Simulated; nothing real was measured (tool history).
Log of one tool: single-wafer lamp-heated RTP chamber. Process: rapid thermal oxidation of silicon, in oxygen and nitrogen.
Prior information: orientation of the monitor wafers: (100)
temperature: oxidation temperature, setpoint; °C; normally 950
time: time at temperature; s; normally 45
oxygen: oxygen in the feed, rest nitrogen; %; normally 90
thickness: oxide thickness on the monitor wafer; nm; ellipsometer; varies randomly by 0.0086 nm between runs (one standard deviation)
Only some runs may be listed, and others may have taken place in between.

run	day	temperature	time	oxygen	wafers since the last listed run	wafers since the last pyrometer calibration	hours since the oxygen flow controller was replaced	hours since the gauge calibration	read-back reference wafer on the same gauge, thickness	thickness
1	0.000	950	45	90	0	404	2676.5	721.9	3.738	3.603
2	2.962	950	45	90	935	1340	2747.6	793.0	3.739	3.612
3	4.933	950	45	90	622	1963	2794.9	840.3	3.741	3.622
4	6.000	950	45	90	336	2300	2820.5	865.9	3.740	3.630
5	8.688	957	45	67	848	3149	2885.0	930.4	3.741	3.524
6	9.758	957	45	67	338	3487	2910.7	956.1	3.741	3.516
7	11.879	950	45	90	669	4157	2961.6	1007.0	3.739	3.668
8	13.988	941	45	90	665	4823	3012.2	1057.6	3.739	3.460
9	15.708	941	45	90	543	5366	3053.5	1098.9	3.739	3.469
# day 17.333: pyrometer window cleaned and pyrometer calibrated
10	18.012	941	45	90	622	214	3108.8	1154.2	3.740	3.392
11	19.738	950	45	90	544	759	3150.2	1195.6	3.741	3.602
12	21.067	950	45	90	419	1179	3182.1	1227.5	3.741	3.599
13	23.454	950	45	90	754	1933	3239.4	1284.8	3.740	3.623
14	24.871	936	45	90	447	2381	3273.4	1318.8	3.741	3.336
15	25.900	936	45	90	325	2706	3298.1	1343.5	3.740	3.337
16	27.188	930	39	90	406	3113	3329.0	1374.4	3.741	3.079
17	29.650	942	45	90	777	3890	3388.1	1433.5	3.741	3.472
18	32.621	950	62	90	938	4829	3459.4	1504.8	3.741	4.188
# day 34.138: oxygen flow controller replaced
# day 35.104: gauge calibrated
19	35.288	950	52	90	737	5566	27.6	4.4	3.740	3.897
# day 37.742: pyrometer window cleaned and pyrometer calibrated
20	38.096	957	45	67	781	111	95.0	71.8	3.741	3.466
21	39.342	961	56	90	393	504	124.9	101.7	3.740	4.239
22	43.021	963	59	98	1162	1667	213.2	190.0	3.739	4.552
23	44.308	950	36	81	406	2073	244.1	220.9	3.740	3.267
24	45.817	930	53	77	476	2550	280.3	257.1	3.741	3.283
25	48.300	973	26	98	784	3334	339.9	316.7	3.741	3.544
26	50.858	942	59	98	808	4142	401.3	378.1	3.741	3.966
27	53.721	950	45	90	904	5047	470.0	446.8	3.739	3.702
28	56.188	950	45	90	779	5826	529.2	506.0	3.741	3.714
29	58.350	950	45	90	683	6509	581.1	557.9	3.740	3.713
# day 60.312: pyrometer window cleaned and pyrometer calibrated
30	60.929	950	45	66	709	194	643.0	619.8	3.738	3.303
31	62.592	950	45	90	525	719	682.9	659.7	3.741	3.587
32	64.271	950	45	90	530	1249	723.2	700.0	3.741	3.595
33	66.788	950	45	74	794	2044	783.6	760.4	3.740	3.444
34	68.625	979	23	98	580	2625	827.7	804.5	3.740	3.499
35	69.646	975	61	72	322	2947	852.2	829.0	3.741	4.561
36	75.021	950	26	98	1697	4645	981.2	958.0	3.740	3.090
37	76.975	967	30	78	617	5263	1028.1	1004.9	3.741	3.387
# day 79.992: pyrometer window cleaned and pyrometer calibrated
38	84.417	950	45	90	2245	1397	1206.7	1183.5	3.740	3.618

Each row is a separate what-if for the run after 38, all from the same tool condition, not one after another. Results?
A	84.433	939	45	90	5	1402	1207.1	1183.9	?	?
B	84.433	932	37	66	5	1402	1207.1	1183.9	?	?
C	84.433	974	45	90	5	1402	1207.1	1183.9	?	?
D	84.433	977	45	98	5	1402	1207.1	1183.9	?	?

run	read-back reference wafer on the same gauge, thickness	thickness
A	3.740	3.359
B	3.740	2.835
C	3.740	4.235
D	3.740	4.446
Take away the tool's hidden state, keep each run's random variation, and the runs would have read:
run	thickness
A	3.330
B	2.817
C	4.194
D	4.402

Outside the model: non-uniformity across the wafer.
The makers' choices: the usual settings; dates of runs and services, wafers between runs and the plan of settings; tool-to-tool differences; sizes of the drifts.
